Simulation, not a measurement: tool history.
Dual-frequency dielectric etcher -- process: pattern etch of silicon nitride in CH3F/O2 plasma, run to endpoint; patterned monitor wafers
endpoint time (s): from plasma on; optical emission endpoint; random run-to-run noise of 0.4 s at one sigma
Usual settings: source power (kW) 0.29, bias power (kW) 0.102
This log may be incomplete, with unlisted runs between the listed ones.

| run | hour | source power (kW) | bias power (kW) | wafers since the last listed run | hours since the last wet clean | hours since the last source power generator calibration | hours since the last bias power generator calibration | hours since the last upper electrode change | incoming incoming film thickness, nm | endpoint time (s) |
|---|---|---|---|---|---|---|---|---|---|---|
| 1 | 0 | 0.29 | 0.102 | 0 | 281.6 | 1448.1 | 1703.9 | 4901.7 | 82.6 | 95.2 |
| 2 | 35.7 | 0.29 | 0.102 | 191 | 317.3 | 1483.8 | 1739.6 | 4937.4 | 81.5 | 94 |
| 3 | 54 | 0.24 | 0.102 | 98 | 335.6 | 1502.1 | 1757.9 | 4955.7 | 82 | 99 |
| 4 | 86.7 | 0.24 | 0.102 | 175 | 368.3 | 1534.8 | 1790.6 | 4988.4 | 82.9 | 100.2 |
| 5 | 145.5 | 0.24 | 0.102 | 315 | 427.1 | 1593.6 | 1849.4 | 5047.2 | 82.6 | 99.6 |
| 6 | 163 | 0.29 | 0.093 | 93 | 444.6 | 1611.1 | 1866.9 | 5064.7 | 81.9 | 97.2 |
| 7 | 193.1 | 0.29 | 0.102 | 161 | 474.7 | 1641.2 | 1897 | 5094.8 | 81.8 | 93.6 |
| 8 | 205.2 | 0.29 | 0.102 | 64 | 486.8 | 1653.3 | 1909.1 | 5106.9 | 82.1 | 94.8 |
| 9 | 223.6 | 0.29 | 0.102 | 98 | 505.2 | 1671.7 | 1927.5 | 5125.3 | 81.6 | 93.4 |
| 10 | 240.1 | 0.29 | 0.102 | 88 | 521.7 | 1688.2 | 1944 | 5141.8 | 82.6 | 95.2 |
| 11 | 254.8 | 0.29 | 0.102 | 78 | 536.4 | 1702.9 | 1958.7 | 5156.5 | 82.2 | 94.3 |
| 12 | 281.2 | 0.29 | 0.102 | 141 | 562.8 | 1729.3 | 1985.1 | 5182.9 | 81.8 | 94.7 |
|  | 299.6 | bias power generator calibrated |
|  | 323 | source power generator calibrated |
|  | 325 | wet clean of the chamber |
| 13 | 325.5 | 0.29 | 0.102 | 184 | 0.5 | 2.5 | 25.9 | 5227.2 | 81.8 | 93.8 |
| 14 | 332 | 0.32 | 0.085 | 34 | 7 | 9 | 32.4 | 5233.7 | 82.4 | 97.9 |
| 15 | 356.8 | 0.32 | 0.116 | 133 | 31.8 | 33.8 | 57.2 | 5258.5 | 82.1 | 88.3 |
| 16 | 382.7 | 0.29 | 0.102 | 138 | 57.7 | 59.7 | 83.1 | 5284.4 | 81.3 | 92.9 |
| 17 | 408.1 | 0.31 | 0.111 | 136 | 83.1 | 85.1 | 108.5 | 5309.8 | 81.6 | 89.4 |
| 18 | 430.4 | 0.25 | 0.078 | 119 | 105.4 | 107.4 | 130.8 | 5332.1 | 82.1 | 106.9 |
|  | 458.4 | upper electrode replaced |
| 19 | 458.9 | 0.29 | 0.102 | 24 | 133.9 | 135.9 | 159.3 | 0.5 | 82.6 | 94.9 |
| 20 | 474.5 | 0.29 | 0.12 | 83 | 149.5 | 151.5 | 174.9 | 16.1 | 81.7 | 89.4 |
| 21 | 508.5 | 0.34 | 0.076 | 182 | 183.5 | 185.5 | 208.9 | 50.1 | 82.3 | 99.6 |
| 22 | 536.3 | 0.29 | 0.102 | 149 | 211.3 | 213.3 | 236.7 | 77.9 | 81.4 | 93.6 |
| 23 | 562.1 | 0.29 | 0.102 | 138 | 237.1 | 239.1 | 262.5 | 103.7 | 82.5 | 94.2 |
| 24 | 576.7 | 0.25 | 0.126 | 78 | 251.7 | 253.7 | 277.1 | 118.3 | 82.1 | 91 |
| 25 | 606 | 0.27 | 0.116 | 157 | 281 | 283 | 306.4 | 147.6 | 81.8 | 91.4 |
| 26 | 639.9 | 0.29 | 0.102 | 181 | 314.9 | 316.9 | 340.3 | 181.5 | 82.2 | 94.2 |
| 27 | 665.5 | 0.34 | 0.115 | 137 | 340.5 | 342.5 | 365.9 | 207.1 | 81.8 | 87.2 |

What if the next run were any one of these 4? Each begins from the tool's condition after run 27:
| A | 666 | 0.29 | 0.102 | 2 | 341 | 343 | 366.4 | 207.6 | 81.5 | ? |
| B | 666 | 0.34 | 0.102 | 2 | 341 | 343 | 366.4 | 207.6 | 81.5 | ? |
| C | 666 | 0.35 | 0.08 | 2 | 341 | 343 | 366.4 | 207.6 | 81.5 | ? |
| D | 666 | 0.23 | 0.114 | 2 | 341 | 343 | 366.4 | 207.6 | 81.5 | ? |

| run | endpoint time (s) |
|---|---|
| A | 93.7 |
| B | 90 |
| C | 96.6 |
| D | 95.4 |
With the hidden condition removed and each run's random variation left untouched, the same runs would have given:
| run | endpoint time (s) |
|---|---|
| A | 93.7 |
| B | 90 |
| C | 96.6 |
| D | 95.4 |
